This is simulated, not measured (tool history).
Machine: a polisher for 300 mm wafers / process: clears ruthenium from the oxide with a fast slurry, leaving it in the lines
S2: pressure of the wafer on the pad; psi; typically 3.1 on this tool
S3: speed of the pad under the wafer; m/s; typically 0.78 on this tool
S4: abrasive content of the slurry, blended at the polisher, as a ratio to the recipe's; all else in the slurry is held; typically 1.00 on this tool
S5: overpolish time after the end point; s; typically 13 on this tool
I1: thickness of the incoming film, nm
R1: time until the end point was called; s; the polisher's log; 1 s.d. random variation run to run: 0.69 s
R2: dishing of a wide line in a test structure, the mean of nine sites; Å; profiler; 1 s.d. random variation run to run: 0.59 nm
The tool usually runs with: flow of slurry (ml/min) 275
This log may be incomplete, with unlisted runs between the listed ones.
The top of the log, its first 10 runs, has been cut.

Run 11, hour 123.2: usual settings but flow of slurry (ml/min) 190, S2 3.9 psi, S3 0.54 m/s, S4 1.25; I1 187.5. Result: R1 53.6 s, R2 348 Å.
Run 12, hour 141.0: usual settings; I1 190.5. Result: R1 55.2 s, R2 340 Å.
Run 13, hour 148.9: usual settings but flow of slurry (ml/min) 190; I1 187.5. Result: R1 56.8 s, R2 320 Å.
At hour 153.9: worn pad replaced by a new one.
Run 14, hour 157.7: usual settings but S5 20 s; I1 186.8. Result: R1 54.7 s, R2 468 Å.
Run 15, hour 167.4: usual settings but S5 5 s; I1 191.8. Result: R1 56.7 s, R2 145 Å.
At hour 194.3: head pressure recalibrated.
Run 16, hour 212.4: usual settings but S2 2.3 psi, S5 18 s; I1 189.9. Result: R1 78.7 s, R2 331 Å.
Run 17, hour 223.4: usual settings; I1 192.4. Result: R1 57.5 s, R2 326 Å.
At hour 233.8: slurry blender recalibrated.
Run 18, hour 237.7: usual settings but S2 2.2 psi, S3 0.70 m/s; I1 186.9. Result: R1 79.5 s, R2 234 Å.
Run 19, hour 253.9: usual settings but S2 4.1 psi, S5 5 s; I1 190.6. Result: R1 40.6 s, R2 195 Å.
At hour 260.6: worn pad replaced by a new one.
Run 20, hour 264.4: usual settings but S2 2.3 psi, S4 0.85; I1 189.8. Result: R1 77.3 s, R2 249 Å.
Run 21, hour 278.3: usual settings but flow of slurry (ml/min) 250, S2 4.1 psi; I1 189.7. Result: R1 40.6 s, R2 421 Å.
Run 22, hour 288.9: usual settings but S3 0.58 m/s, S4 0.85, S5 15 s; I1 190.3. Result: R1 72.4 s, R2 301 Å.
Run 23, hour 306.8: usual settings but flow of slurry (ml/min) 345, S2 4.2 psi; I1 186.2. Result: R1 38.0 s, R2 465 Å.
Run 24, hour 320.1: usual settings but S3 0.86 m/s, S4 0.85; I1 192.1. Result: R1 53.8 s, R2 345 Å.
Run 25, hour 332.1: usual settings but S3 0.54 m/s; I1 187.0. Result: R1 68.1 s, R2 270 Å.
Run 26, hour 345.8: usual settings but flow of slurry (ml/min) 245, S2 3.7 psi; I1 190.5. Result: R1 45.8 s, R2 400 Å.
Run 27, hour 360.7: usual settings; I1 192.6. Result: R1 53.3 s, R2 332 Å.
Run 28, hour 373.4: usual settings; I1 190.1. Result: R1 54.6 s, R2 345 Å.
Run 29, hour 386.8: usual settings; I1 191.2. Result: R1 53.5 s, R2 340 Å.
At hour 394.4: worn pad replaced by a new one.
Run 30, hour 401.5: usual settings but flow of slurry (ml/min) 315, S5 7 s; I1 190.9. Result: R1 52.4 s, R2 202 Å.

Predict each of these 3 candidate next runs independently; none follows another, all start after run 30:
Run A, hour 401.9: usual settings but S3 0.64 m/s; I1 189.6. Result: R1 ?, R2 ?.
Run B, hour 401.9: usual settings but flow of slurry (ml/min) 310, S2 3.6 psi; I1 189.6. Result: R1 ?, R2 ?.
Run C, hour 401.9: usual settings but S4 0.80; I1 189.6. Result: R1 ?, R2 ?.

run    R1   R2
  A  61.4  300
  B  45.3  388
  C  59.2  310
Take away the tool's hidden state, keep each run's random variation, and the runs would have read:
run    R1   R2
  A  60.3  304
  B  44.4  394
  C  57.9  315
